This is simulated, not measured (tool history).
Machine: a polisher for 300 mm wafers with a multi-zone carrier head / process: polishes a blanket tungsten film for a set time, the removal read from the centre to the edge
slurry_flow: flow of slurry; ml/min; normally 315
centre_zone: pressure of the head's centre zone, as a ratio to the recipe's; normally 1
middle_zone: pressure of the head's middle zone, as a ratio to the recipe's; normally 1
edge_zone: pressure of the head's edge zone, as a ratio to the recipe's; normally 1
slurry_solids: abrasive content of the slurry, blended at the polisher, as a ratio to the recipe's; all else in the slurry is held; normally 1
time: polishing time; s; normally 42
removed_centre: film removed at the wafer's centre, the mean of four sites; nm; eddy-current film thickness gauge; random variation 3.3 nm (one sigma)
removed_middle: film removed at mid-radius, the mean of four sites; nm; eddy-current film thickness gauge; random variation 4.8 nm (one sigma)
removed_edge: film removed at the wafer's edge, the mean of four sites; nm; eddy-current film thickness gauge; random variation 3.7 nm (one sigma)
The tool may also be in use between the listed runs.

run,hour,slurry_flow,centre_zone,middle_zone,edge_zone,slurry_solids,time,"incoming thickness of the incoming film, nm",removed_centre,removed_middle,removed_edge
1,0,315,1,0.96,1,1,42,1540.3,310.1,347.8,350.6
2,11.6,315,1,1,1,1,42,1556.2,308,356,355
# hour 20.4: worn pad replaced by a new one
3,20.9,315,1,1,1,1,42,1569.1,309.7,353.4,355.4
4,42.9,315,1,1,1,1,42,1521,304.5,350.5,350.4
5,60.2,315,0.94,1,1,1,42,1553,290.4,355.7,347.5
6,72,315,0.94,1,1,1,42,1568,291,352,351.5
# hour 79.7: centre zone pressure recalibrated
# hour 81: edge zone pressure recalibrated
# hour 86.4: worn pad replaced by a new one, of another model than before
7,86.9,315,0.92,1,1,1,42,1545.3,330,343.6,357.8
8,94.3,315,1,1,1,1,42,1524,353.1,355.4,360.3
9,137.4,315,1,1,1,1,42,1543.5,352.8,354.1,349.7
10,143.9,315,1,1,1.06,1,42,1525.1,355.1,348.3,361.1
11,152.5,315,1,1,1,1,42,1542.1,352.5,356.5,351.3
# hour 160.5: worn pad replaced by a new one
12,163.6,315,1,1,1.07,1,42,1548.4,353.5,347.9,362.5
13,177,350,1,1,1,1,42,1522.6,354.6,349,351.6
# hour 179.4: slurry nozzle cleaned
14,193.4,315,1,1.11,1,0.9,42,1548.8,346.6,374,347.3
15,206.6,315,1,1,1,1,42,1544.9,351.5,353.4,357.7
# hour 221: carrier head's membrane replaced by a new one
16,221.5,315,1,1,1,0.75,52,1527.2,420.6,417.3,418.4
# hour 229.3: worn pad replaced by a new one
17,234.2,315,1.11,0.95,1,1,42,1515.4,385.3,342.8,352.3
18,250.2,280,1,1,1.07,1,42,1540.8,349.2,342.4,364.4
19,257.3,315,1.1,1,1,0.85,42,1510.6,374.4,347,345.7
20,271.6,315,1,1,1,1.1,51,1564.1,432.4,429.6,434.5
21,282.1,315,1,1,1,1,42,1547.9,350,356.9,356.5
22,291.4,315,1,1,1,1,42,1565.8,351.6,358.8,351.9

3 options for the next run, each taken on its own from the tool as it stands now. Forecast them:
A,291.8,315,1,1,1,1,42,1541.5,?,?,?
B,291.8,315,1.1,1,1,1,42,1541.5,?,?,?
C,291.8,315,1,0.97,0.96,1,33,1541.5,?,?,?

run,removed_centre,removed_middle,removed_edge
A,351.8,356.9,352.4
B,382.3,356.8,352.4
C,276.3,273.4,271.6
Had the tool no hidden state, the same runs would have come out as:
run,removed_centre,removed_middle,removed_edge
A,350.7,356.9,352.4
B,381.1,356.8,352.4
C,275.5,273.4,271.6

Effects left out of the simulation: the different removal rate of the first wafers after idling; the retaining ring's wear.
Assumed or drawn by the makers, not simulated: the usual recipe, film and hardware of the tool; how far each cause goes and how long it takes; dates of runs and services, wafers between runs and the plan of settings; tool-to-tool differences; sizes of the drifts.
